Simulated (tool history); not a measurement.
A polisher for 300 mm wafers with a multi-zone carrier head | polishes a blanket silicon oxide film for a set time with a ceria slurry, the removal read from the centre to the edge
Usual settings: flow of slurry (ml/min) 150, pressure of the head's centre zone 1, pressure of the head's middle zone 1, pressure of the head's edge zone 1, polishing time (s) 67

| run | hour | flow of slurry (ml/min) | pressure of the head's centre zone | pressure of the head's middle zone | pressure of the head's edge zone | polishing time (s) | incoming thickness of the incoming film, nm | film removed at the wafer's centre (angstrom) | film removed at mid-radius (angstrom) | film removed at the wafer's edge (angstrom) |
|---|---|---|---|---|---|---|---|---|---|---|
| 1 | 0 | 170 | 1 | 1 | 0.96 | 67 | 1211.8 | 2817 | 2954 | 2834 |
| 2 | 15.9 | 150 | 1 | 1 | 1 | 67 | 1224.6 | 2808 | 2847 | 2870 |
| 3 | 29 | 150 | 1 | 1 | 1 | 67 | 1208 | 2782 | 2826 | 2833 |
| 4 | 41.2 | 125 | 0.91 | 0.91 | 1.1 | 67 | 1198.9 | 2348 | 2522 | 2890 |
|  | 44.5 | edge zone pressure recalibrated |
|  | 59.5 | worn pad replaced by a new one |
| 5 | 60 | 150 | 1 | 1.09 | 1.07 | 67 | 1208.6 | 2810 | 3028 | 2946 |
| 6 | 64.3 | 150 | 1 | 1 | 0.92 | 84 | 1202.1 | 3411 | 3543 | 3446 |
| 7 | 72.5 | 150 | 1 | 1 | 1 | 67 | 1210 | 2765 | 2792 | 2789 |
| 8 | 81.8 | 150 | 1 | 1.04 | 0.92 | 44 | 1195.4 | 1773 | 1911 | 1774 |
| 9 | 96.5 | 125 | 1 | 1 | 1 | 67 | 1206.5 | 2627 | 2689 | 2716 |
| 10 | 105.6 | 150 | 1.08 | 1 | 1 | 67 | 1213.1 | 2959 | 2788 | 2816 |
|  | 121.3 | carrier head's membrane replaced by a new one |
| 11 | 121.7 | 110 | 1 | 0.95 | 1.1 | 55 | 1185.7 | 2003 | 2008 | 2278 |
| 12 | 128.2 | 150 | 1 | 1 | 1 | 67 | 1182.4 | 2731 | 2787 | 2733 |
|  | 141.5 | centre zone pressure recalibrated |
| 13 | 142 | 150 | 1 | 1 | 0.89 | 56 | 1207 | 2319 | 2301 | 2218 |
|  | 154.7 | worn pad replaced by a new one |
| 14 | 180.5 | 150 | 1 | 1 | 1 | 67 | 1220.3 | 2685 | 2698 | 2738 |
| 15 | 193.8 | 150 | 1 | 1 | 1 | 67 | 1208 | 2568 | 2710 | 2799 |
| 16 | 205.3 | 150 | 1 | 1.09 | 1 | 80 | 1188.6 | 3183 | 3452 | 3317 |
| 17 | 221.2 | 150 | 1 | 1 | 1 | 67 | 1207.2 | 2644 | 2687 | 2800 |
| 18 | 229.3 | 150 | 1 | 0.91 | 1 | 67 | 1208 | 2533 | 2480 | 2713 |
| 19 | 242.9 | 165 | 1 | 1 | 1 | 58 | 1223.7 | 2308 | 2346 | 2413 |
|  | 249.3 | worn pad replaced by a new one |
| 20 | 259.7 | 170 | 1 | 1 | 1 | 67 | 1184.4 | 2685 | 2729 | 2787 |
| 21 | 268.7 | 150 | 1.03 | 1 | 1 | 67 | 1185 | 2637 | 2623 | 2765 |
| 22 | 283.5 | 150 | 1 | 0.94 | 1 | 67 | 1192.1 | 2530 | 2493 | 2710 |

What the log doesn't show, run by run:
removal rate lost through wear of the pad, %: 0 in every run
deviation of the centre zone's pressure from its setpoint, %: 0 in every run
deviation of the edge zone's pressure from its setpoint, %: 0 in every run
H1: slurry flow missing at the pad, %
| run | H1 |
|---|---|
| 1 | 7.54 |
| 2 | 8.98 |
| 3 | 10.2 |
| 4 | 11.3 |
| 5 | 13 |
| 6 | 13.4 |
| 7 | 14.1 |
| 8 | 15 |
| 9 | 16.3 |
| 10 | 17.1 |
| 11 | 18.6 |
| 12 | 19.2 |
| 13 | 20.4 |
| 14 | 23.9 |
| 15 | 25.1 |
| 16 | 26.2 |
| 17 | 27.6 |
| 18 | 28.3 |
| 19 | 29.6 |
| 20 | 31.1 |
| 21 | 31.9 |
| 22 | 33.3 |
